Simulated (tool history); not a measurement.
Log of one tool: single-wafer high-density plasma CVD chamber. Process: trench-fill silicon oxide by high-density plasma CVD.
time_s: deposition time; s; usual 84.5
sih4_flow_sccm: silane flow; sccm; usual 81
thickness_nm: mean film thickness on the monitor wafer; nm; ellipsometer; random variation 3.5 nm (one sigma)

run	hour	time_s	sih4_flow_sccm	read-back reference wafer on the same gauge, thickness_nm	thickness_nm
1	0.0	95.9	81	666.755	782.963
2	27.5	95.9	81	668.143	791.882
3	56.2	84.5	81	667.325	690.733
4	85.5	84.5	81	668.562	689.260
5	117.2	84.5	81	667.237	704.742
6	133.6	84.5	81	667.799	699.052
7	209.9	84.5	81	668.369	694.323
8	232.0	84.5	81	667.702	691.155
9	264.4	84.5	81	667.554	693.715
10	289.4	84.5	81	668.826	698.300
11	323.2	84.5	81	667.565	700.522
12	351.9	84.5	85	667.589	719.192
13	378.5	84.5	85	668.643	719.793
# hour 410.9: silane flow controller replaced
14	447.7	84.5	93	667.969	784.487
# hour 454.6: gauge calibrated
15	470.8	84.5	93	667.374	776.859
16	506.8	84.5	93	667.036	779.625
17	536.1	84.5	81	668.422	695.109
18	559.2	84.5	81	667.668	696.415
19	586.1	76.2	88	667.910	676.585
20	621.7	71.2	76	668.788	556.925
21	651.7	70.7	73	667.653	535.830
22	671.3	76.2	88	667.807	664.950
23	702.3	84.5	91	668.036	758.783
24	729.4	84.5	81	667.282	694.402
25	747.5	84.5	81	666.932	692.732
26	779.6	95.5	81	668.559	787.848
27	794.9	84.5	81	669.245	696.959
28	824.9	84.5	81	668.498	700.190
29	858.8	84.5	81	668.758	693.515
30	878.0	69.9	97	667.454	664.834
31	902.0	95.9	81	668.842	787.661
32	935.7	75.2	81	668.606	620.169
33	957.1	84.5	92	668.488	769.151
34	989.4	84.5	70	667.440	622.785
35	1005.9	84.5	66	668.463	601.431
36	1041.7	84.5	75	668.398	657.961

Forecast each of these 5 alternatives for the next run:
A	1042.1	69.7	81	?	?
B	1042.1	70.1	72	?	?
C	1042.1	78.3	68	?	?
D	1042.1	95.4	76	?	?
E	1042.1	68.9	81	?	?

run	read-back reference wafer on the same gauge, thickness_nm	thickness_nm
A	668.135	576.961
B	668.135	530.171
C	668.135	567.316
D	668.135	751.820
E	668.135	570.339
Without the tool's hidden state the same runs would have given:
run	thickness_nm
A	576.961
B	530.171
C	567.316
D	751.820
E	570.339

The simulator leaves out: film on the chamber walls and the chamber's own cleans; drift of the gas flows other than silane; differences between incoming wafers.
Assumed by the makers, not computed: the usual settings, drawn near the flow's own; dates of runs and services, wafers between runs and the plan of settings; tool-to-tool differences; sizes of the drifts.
